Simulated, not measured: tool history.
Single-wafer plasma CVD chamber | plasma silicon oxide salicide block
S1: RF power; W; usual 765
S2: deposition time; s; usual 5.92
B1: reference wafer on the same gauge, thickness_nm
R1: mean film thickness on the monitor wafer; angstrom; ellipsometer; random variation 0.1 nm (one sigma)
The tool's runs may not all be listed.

| run | hour | S1 | S2 | B1 | R1 |
|---|---|---|---|---|---|
| 1 | 0 | 805 | 5.92 | 68.907 | 682.31 |
| 2 | 17.2 | 765 | 5.92 | 68.899 | 672.3 |
| 3 | 51.9 | 765 | 5.92 | 68.902 | 672.19 |
| 4 | 75.7 | 765 | 5.92 | 68.899 | 668.99 |
| 5 | 98 | 765 | 5.5 | 68.904 | 622.94 |
| 6 | 111.9 | 765 | 5.5 | 68.875 | 622.34 |
| 7 | 130.7 | 765 | 5.5 | 68.885 | 622.44 |
| 8 | 163.3 | 725 | 5.92 | 68.893 | 681.03 |
| 9 | 176.6 | 765 | 5.5 | 68.932 | 643.23 |
| 10 | 202.1 | 765 | 5.92 | 68.91 | 693.21 |
| 11 | 226.8 | 625 | 6.55 | 68.901 | 716.99 |
| 12 | 260.9 | 765 | 5.92 | 68.879 | 692.87 |
| 13 | 286.8 | 850 | 5.1 | 68.882 | 618.86 |
| 14 | 313.7 | 710 | 5.15 | 68.893 | 589.55 |
| 15 | 339.4 | 835 | 5.04 | 68.923 | 607.97 |
| 16 | 373.9 | 815 | 6.76 | 68.881 | 807.38 |
| 17 | 405.8 | 690 | 5.92 | 68.916 | 670.47 |

Taken out of this log: 3 entries between the listed runs. Where each belongs, and how the hidden state differs across it:
Between runs 7 and 8: gauge calibrated (hour 154); RF generator calibrated (hour 162.8)
  delivered RF power above the setpoint (%): -10.5 -> -0.262
  measured less the result without the state, R1: -23.06 -> -0.58 angstrom
Between runs 11 and 12: showerhead replaced (hour 237.2)
  delivered RF power above the setpoint (%): -0.27 -> -0.28
  measured less the result without the state, R1: -0.63 -> -0.63 angstrom

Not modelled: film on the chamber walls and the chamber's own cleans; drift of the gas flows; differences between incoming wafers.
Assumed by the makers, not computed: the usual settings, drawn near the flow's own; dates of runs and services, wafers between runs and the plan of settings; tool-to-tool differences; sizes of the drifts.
